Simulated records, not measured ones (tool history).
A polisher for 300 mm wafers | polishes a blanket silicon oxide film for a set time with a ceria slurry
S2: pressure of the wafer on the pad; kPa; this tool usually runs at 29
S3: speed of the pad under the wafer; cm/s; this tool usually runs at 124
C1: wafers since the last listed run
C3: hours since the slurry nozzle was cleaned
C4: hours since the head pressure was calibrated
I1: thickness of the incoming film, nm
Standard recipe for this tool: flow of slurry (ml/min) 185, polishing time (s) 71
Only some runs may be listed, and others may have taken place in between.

Run 1, hour 0: usual settings; C1 0; wafers polished on this pad 2494; C3 291.6; C4 30.7; I1 1883.6. Result: film removed (nm) 444.8.
At hour 13.7: worn pad replaced by a new one.
Run 2, hour 105.5: usual settings; C1 1169; wafers polished on this pad 1057; C3 397.1; C4 136.2; I1 1870.8. Result: film removed (nm) 437.
Run 3, hour 210.4: usual settings; C1 1208; wafers polished on this pad 2266; C3 502; C4 241.1; I1 1876.6. Result: film removed (nm) 425.5.
At hour 228.7: slurry nozzle cleaned.
Run 4, hour 259.1: usual settings; C1 549; wafers polished on this pad 2816; C3 30.4; C4 289.8; I1 1919.8. Result: film removed (nm) 421.5.
At hour 273.8: worn pad replaced by a new one.
Run 5, hour 307.3: usual settings; C1 509; wafers polished on this pad 385; C3 78.6; C4 338; I1 1865.1. Result: film removed (nm) 416.8.
Run 6, hour 376.5: usual settings; C1 797; wafers polished on this pad 1183; C3 147.8; C4 407.2; I1 1902.6. Result: film removed (nm) 408.7.
Run 7, hour 415.7: usual settings; C1 451; wafers polished on this pad 1635; C3 187; C4 446.4; I1 1921.3. Result: film removed (nm) 405.3.
At hour 438.8: head pressure recalibrated.
At hour 579.2: worn pad replaced by a new one.
At hour 633.2: slurry nozzle cleaned.
Run 8, hour 734.9: usual settings; C1 3597; wafers polished on this pad 1783; C3 101.7; C4 296.1; I1 1888.6. Result: film removed (nm) 420.2.
Run 9, hour 830.4: usual settings but flow of slurry (ml/min) 150, polishing time (s) 60; C1 1100; wafers polished on this pad 2883; C3 197.2; C4 391.6; I1 1902.8. Result: film removed (nm) 335.3.
At hour 861: worn pad replaced by a new one.
At hour 869.6: head pressure recalibrated.
Run 10, hour 870.1: usual settings but S2 24.1 kPa, S3 136 cm/s; C1 388; wafers polished on this pad 81; C3 236.9; C4 0.5; I1 1918.3. Result: film removed (nm) 408.8.
Run 11, hour 974.1: usual settings but S2 37.2 kPa, S3 86 cm/s; C1 1198; wafers polished on this pad 1280; C3 340.9; C4 104.5; I1 1891.5. Result: film removed (nm) 382.4.
Run 12, hour 1067.6: usual settings but flow of slurry (ml/min) 155, S2 23.4 kPa, S3 152 cm/s; C1 1077; wafers polished on this pad 2357; C3 434.4; C4 198; I1 1891.5. Result: film removed (nm) 425.3.
At hour 1120.5: slurry nozzle cleaned.
Run 13, hour 1131.7: usual settings but flow of slurry (ml/min) 155, S2 34.5 kPa; C1 727; wafers polished on this pad 3085; C3 11.2; C4 262.1; I1 1870.4. Result: film removed (nm) 476.4.
At hour 1162.4: worn pad replaced by a new one.
Run 14, hour 1204.9: usual settings but S2 26.2 kPa; C1 797; wafers polished on this pad 490; C3 84.4; C4 335.3; I1 1892.1. Result: film removed (nm) 379.9.
Run 15, hour 1282.3: usual settings but flow of slurry (ml/min) 130; C1 892; wafers polished on this pad 1382; C3 161.8; C4 412.7; I1 1877. Result: film removed (nm) 380.8.
At hour 1287.2: head pressure recalibrated.
Run 16, hour 1340.5: usual settings; C1 647; wafers polished on this pad 2029; C3 220; C4 53.3; I1 1899. Result: film removed (nm) 431.8.

Per-run results on a tool with no hidden state, each run keeping its own random variation:
Unlogged tool condition in this case: removal rate lost through wear of the pad, %; slurry flow missing at the pad, %; deviation of the head's pressure from its setpoint, %.
run  film removed (nm)
  1              447.4
  2              442.6
  3                438
  4              438.5
  5                439
  6                440
  7              442.7
  8              437.3
  9              358.7
 10              409.5
 11              384.7
 12              432.8
 13              490.6
 14              398.3
 15              409.1
 16              435.4
